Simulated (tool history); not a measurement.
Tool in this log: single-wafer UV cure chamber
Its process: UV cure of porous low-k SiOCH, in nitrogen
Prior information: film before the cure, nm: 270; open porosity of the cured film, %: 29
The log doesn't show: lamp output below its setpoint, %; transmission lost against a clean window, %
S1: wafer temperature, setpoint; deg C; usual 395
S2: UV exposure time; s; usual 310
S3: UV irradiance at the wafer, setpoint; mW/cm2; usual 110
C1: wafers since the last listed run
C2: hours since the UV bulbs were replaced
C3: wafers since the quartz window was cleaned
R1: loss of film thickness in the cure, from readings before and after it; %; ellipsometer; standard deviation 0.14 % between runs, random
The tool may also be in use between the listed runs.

run,day,S1,S2,S3,C1,C2,C3,R1
1,0,395,310,110,0,3252.1,895,17.21
2,0.75,395,310,83,99,3270.1,994,15.361
3,1.167,395,310,110,55,3280.1,1049,17.235
4,1.433,395,310,110,35,3286.5,1084,16.925
5,2.075,395,310,110,84,3301.9,1169,17.064
6,2.775,385,310,136,92,3318.7,1261,17.988
7,3.421,410,310,99,85,3334.2,1347,16.617
8,4.021,410,310,99,79,3348.6,1426,16.465
9,4.688,410,310,99,88,3364.6,1514,16.567
10,4.942,395,310,110,33,3370.7,1548,16.681
11,5.446,395,310,110,66,3382.8,1614,16.535
12,5.912,395,310,110,61,3394,1676,16.655
# day 6.358: UV bulbs replaced
13,8.038,395,310,110,236,40.3,1913,16.473
14,8.667,395,310,110,83,55.4,1996,16.201
15,9.312,395,310,110,85,70.9,2082,16.654
# day 9.65: quartz window cleaned
16,9.721,395,310,136,9,80.7,9,18.288
17,10.679,395,310,110,126,103.7,135,17.321
18,11.408,412,440,142,96,121.2,232,21.346
19,11.708,381,310,140,39,128.4,272,18.143
20,12.321,411,310,133,80,143.1,352,18.592
21,12.65,395,195,110,43,151,396,14.615
22,14.121,395,310,110,194,186.3,590,17.155
23,14.529,411,480,143,53,196.1,644,21.452
24,14.812,395,310,110,37,202.9,682,16.972
25,15.183,395,145,110,49,211.8,731,12.925
26,15.783,395,310,110,79,226.2,810,17.092
27,16.442,395,310,147,87,242,897,18.858
28,16.942,412,430,149,66,254,963,21.134

Predict each of these 3 candidate next runs independently; none follows another, all start after run 28:
A,16.962,395,310,80,2,254.5,966,?
B,16.962,395,310,78,2,254.5,966,?
C,16.962,406,450,110,2,254.5,966,?

run,R1
A,15.144
B,15.005
C,19.282
Without the tool's hidden state the same runs would have given:
run,R1
A,15.399
B,15.26
C,19.548

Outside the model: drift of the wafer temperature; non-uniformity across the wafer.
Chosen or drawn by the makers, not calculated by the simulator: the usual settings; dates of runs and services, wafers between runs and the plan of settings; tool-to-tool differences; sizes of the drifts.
